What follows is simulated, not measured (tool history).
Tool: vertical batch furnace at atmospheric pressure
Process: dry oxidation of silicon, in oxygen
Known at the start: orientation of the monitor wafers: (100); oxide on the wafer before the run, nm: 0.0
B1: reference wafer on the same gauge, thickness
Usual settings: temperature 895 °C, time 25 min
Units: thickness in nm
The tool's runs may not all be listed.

run 1 hour=0 | temperature=895 time=25 | B1=8.4 | thickness=9.97
run 2 hour=20.7 | temperature=895 time=25 | B1=8.4 | thickness=9.97
run 3 hour=47.7 | temperature=895 time=25 | B1=8.4 | thickness=9.99
run 4 hour=70.8 | temperature=895 time=25 | B1=8.4 | thickness=10
run 5 hour=84.8 | temperature=895 time=25 | B1=8.41 | thickness=10.01
run 6 hour=112.5 | temperature=895 time=25 | B1=8.4 | thickness=10.05
run 7 hour=148.2 | temperature=895 time=25 | B1=8.4 | thickness=10.03
run 8 hour=172.5 | temperature=895 time=25 | B1=8.4 | thickness=10.04
run 9 hour=194 | temperature=895 time=25 | B1=8.4 | thickness=10.07
run 10 hour=226.3 | temperature=895 time=25 | B1=8.4 | thickness=10.07
run 11 hour=259.2 | temperature=886 time=17 | B1=8.4 | thickness=6.94
run 12 hour=283.8 | temperature=886 time=17 | B1=8.4 | thickness=6.97
run 13 hour=299.6 | temperature=910 time=25 | B1=8.4 | thickness=11.91
run 14 hour=328.9 | temperature=885 time=29 | B1=8.4 | thickness=10.04
run 15 hour=342.2 | temperature=884 time=25 | B1=8.4 | thickness=8.94
-- hour=371.9 thermocouples replaced and temperature profile calibrated
-- hour=374.6 boat lift adjusted
run 16 hour=375.1 | temperature=895 time=25 | B1=8.4 | thickness=10.14
run 17 hour=387.4 | temperature=882 time=36 | B1=8.4 | thickness=11.37
-- hour=388.9 gauge calibrated
run 18 hour=402.3 | temperature=917 time=25 | B1=8.41 | thickness=12.87
run 19 hour=416.6 | temperature=907 time=13 | B1=8.4 | thickness=7.35
run 20 hour=430.8 | temperature=918 time=32.5 | B1=8.4 | thickness=15.51
run 21 hour=454.3 | temperature=895 time=15.5 | B1=8.4 | thickness=7.26
run 22 hour=473.9 | temperature=895 time=18.5 | B1=8.4 | thickness=8.21
run 23 hour=497.3 | temperature=888 time=25 | B1=8.4 | thickness=9.39
run 24 hour=517.7 | temperature=895 time=19 | B1=8.4 | thickness=8.37
run 25 hour=543.1 | temperature=895 time=25 | B1=8.4 | thickness=10.17

Forecast each of these 5 alternatives for the next run:
run A hour=547.1 | temperature=895 time=25 | B1=? | thickness=?
run B hour=547.1 | temperature=915 time=16.5 | B1=? | thickness=?
run C hour=547.1 | temperature=895 time=31 | B1=? | thickness=?
run D hour=547.1 | temperature=895 time=28.5 | B1=? | thickness=?
run E hour=547.1 | temperature=881 time=25 | B1=? | thickness=?

run=A B1=8.4 thickness=10.15
run=B B1=8.4 thickness=9.44
run=C B1=8.4 thickness=11.79
run=D B1=8.4 thickness=11.12
run=E B1=8.4 thickness=8.66
Without the tool's hidden state the same runs would have given:
run=A thickness=10.08
run=B thickness=9.38
run=C thickness=11.71
run=D thickness=11.04
run=E thickness=8.6

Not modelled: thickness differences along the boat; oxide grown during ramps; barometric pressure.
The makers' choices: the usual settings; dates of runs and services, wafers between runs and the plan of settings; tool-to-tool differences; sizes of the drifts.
